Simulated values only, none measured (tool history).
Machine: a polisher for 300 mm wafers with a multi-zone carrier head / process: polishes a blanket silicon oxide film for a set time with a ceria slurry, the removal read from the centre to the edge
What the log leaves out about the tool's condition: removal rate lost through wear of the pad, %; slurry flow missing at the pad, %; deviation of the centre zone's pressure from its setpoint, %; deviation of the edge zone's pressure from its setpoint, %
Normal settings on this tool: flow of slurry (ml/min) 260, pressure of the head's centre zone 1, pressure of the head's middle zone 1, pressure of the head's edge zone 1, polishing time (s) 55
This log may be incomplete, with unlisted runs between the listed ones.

| run | hour | flow of slurry (ml/min) | pressure of the head's centre zone | pressure of the head's middle zone | pressure of the head's edge zone | polishing time (s) | wafers since the last listed run | wafers polished on this pad | hours since the slurry nozzle was cleaned | hours since the centre zone pressure was calibrated | hours since the edge zone pressure was calibrated | hours since the carrier head's membrane was replaced | incoming thickness of the incoming film, nm | film removed at the wafer's centre (Å) | film removed at mid-radius (Å) | film removed at the wafer's edge (Å) |
|---|---|---|---|---|---|---|---|---|---|---|---|---|---|---|---|---|
| 1 | 0 | 260 | 0.95 | 1 | 0.95 | 55 | 0 | 9 | 639.8 | 75.1 | 35.6 | 1658.6 | 1145.4 | 2189 | 2353 | 2248 |
| 2 | 7.7 | 205 | 1 | 0.9 | 1 | 55 | 100 | 109 | 647.5 | 82.8 | 43.3 | 1666.3 | 1134.9 | 2199 | 2054 | 2208 |
| 3 | 16.6 | 340 | 1 | 0.97 | 0.93 | 39 | 116 | 225 | 656.4 | 91.7 | 52.2 | 1675.2 | 1148.2 | 1673 | 1632 | 1615 |
| 4 | 24.2 | 260 | 1 | 1 | 1 | 65 | 99 | 324 | 664 | 99.3 | 59.8 | 1682.8 | 1167.9 | 2644 | 2653 | 2557 |
| 5 | 36.1 | 260 | 1 | 1 | 1 | 65 | 155 | 479 | 675.9 | 111.2 | 71.7 | 1694.7 | 1156.1 | 2617 | 2622 | 2535 |
| 6 | 46.8 | 220 | 0.94 | 1 | 1 | 55 | 139 | 619 | 686.6 | 121.9 | 82.4 | 1705.4 | 1164.1 | 2017 | 2205 | 2072 |
| 7 | 54.6 | 260 | 1 | 1 | 1 | 48 | 101 | 721 | 694.4 | 129.7 | 90.2 | 1713.2 | 1153.6 | 1910 | 1934 | 1911 |
| 8 | 66.6 | 300 | 1 | 0.95 | 1 | 55 | 156 | 877 | 706.4 | 141.7 | 102.2 | 1725.2 | 1140.1 | 2186 | 2188 | 2171 |
|  | 79.4 | carrier head's membrane replaced by a new one |
| 9 | 79.9 | 260 | 1 | 1 | 1.05 | 55 | 108 | 985 | 719.7 | 155 | 115.5 | 0.5 | 1162.1 | 2145 | 2224 | 2088 |
| 10 | 89.8 | 260 | 1 | 1 | 1 | 55 | 129 | 1115 | 729.6 | 164.9 | 125.4 | 10.4 | 1137.4 | 2107 | 2166 | 2092 |
| 11 | 104.8 | 340 | 1 | 1 | 1 | 69 | 195 | 1310 | 744.6 | 179.9 | 140.4 | 25.4 | 1139.9 | 2785 | 2729 | 2645 |
|  | 114.8 | slurry nozzle cleaned |
|  | 115.8 | worn pad replaced by a new one |
| 12 | 122.4 | 260 | 1 | 1 | 1 | 55 | 203 | 85 | 7.6 | 197.5 | 158 | 43 | 1156.1 | 2268 | 2249 | 2147 |
| 13 | 139.6 | 205 | 1 | 1 | 1 | 71 | 224 | 309 | 24.8 | 214.7 | 175.2 | 60.2 | 1141.7 | 2799 | 2832 | 2726 |
| 14 | 157 | 260 | 1.07 | 1 | 1 | 55 | 226 | 536 | 42.2 | 232.1 | 192.6 | 77.6 | 1146.9 | 2350 | 2224 | 2152 |
| 15 | 170.5 | 290 | 1 | 0.93 | 1.03 | 41 | 176 | 712 | 55.7 | 245.6 | 206.1 | 91.1 | 1163.2 | 1610 | 1569 | 1623 |
| 16 | 184.8 | 330 | 0.96 | 1.09 | 0.95 | 55 | 186 | 899 | 70 | 259.9 | 220.4 | 105.4 | 1165.5 | 2119 | 2322 | 2053 |
| 17 | 195.4 | 260 | 1 | 0.92 | 0.95 | 69 | 138 | 1037 | 80.6 | 270.5 | 231 | 116 | 1173.3 | 2662 | 2522 | 2605 |
| 18 | 207.7 | 220 | 1 | 1 | 1 | 55 | 160 | 1198 | 92.9 | 282.8 | 243.3 | 128.3 | 1137.2 | 2070 | 2058 | 2008 |
| 19 | 220 | 260 | 0.93 | 1 | 1 | 44 | 160 | 1358 | 105.2 | 295.1 | 255.6 | 140.6 | 1154.6 | 1551 | 1678 | 1614 |
| 20 | 229.9 | 260 | 1 | 0.94 | 1 | 42 | 129 | 1487 | 115.1 | 305 | 265.5 | 150.5 | 1160.8 | 1578 | 1524 | 1523 |
| 21 | 246 | 170 | 0.91 | 0.93 | 0.89 | 55 | 209 | 1697 | 131.2 | 321.1 | 281.6 | 166.6 | 1158.1 | 1712 | 1788 | 1754 |

Same runs, no hidden state in the tool, same run-to-run variation:
| run | film removed at the wafer's centre (Å) | film removed at mid-radius (Å) | film removed at the wafer's edge (Å) |
|---|---|---|---|
| 1 | 2205 | 2371 | 2265 |
| 2 | 2230 | 2082 | 2238 |
| 3 | 1709 | 1667 | 1649 |
| 4 | 2718 | 2727 | 2629 |
| 5 | 2717 | 2722 | 2633 |
| 6 | 2114 | 2311 | 2172 |
| 7 | 2015 | 2040 | 2016 |
| 8 | 2331 | 2333 | 2315 |
| 9 | 2314 | 2399 | 2253 |
| 10 | 2293 | 2358 | 2276 |
| 11 | 3073 | 3011 | 2918 |
| 12 | 2325 | 2306 | 2201 |
| 13 | 2912 | 2946 | 2835 |
| 14 | 2482 | 2348 | 2273 |
| 15 | 1720 | 1676 | 1734 |
| 16 | 2293 | 2513 | 2222 |
| 17 | 2907 | 2755 | 2845 |
| 18 | 2287 | 2273 | 2218 |
| 19 | 1733 | 1874 | 1803 |
| 20 | 1779 | 1718 | 1717 |
| 21 | 1960 | 2046 | 2008 |

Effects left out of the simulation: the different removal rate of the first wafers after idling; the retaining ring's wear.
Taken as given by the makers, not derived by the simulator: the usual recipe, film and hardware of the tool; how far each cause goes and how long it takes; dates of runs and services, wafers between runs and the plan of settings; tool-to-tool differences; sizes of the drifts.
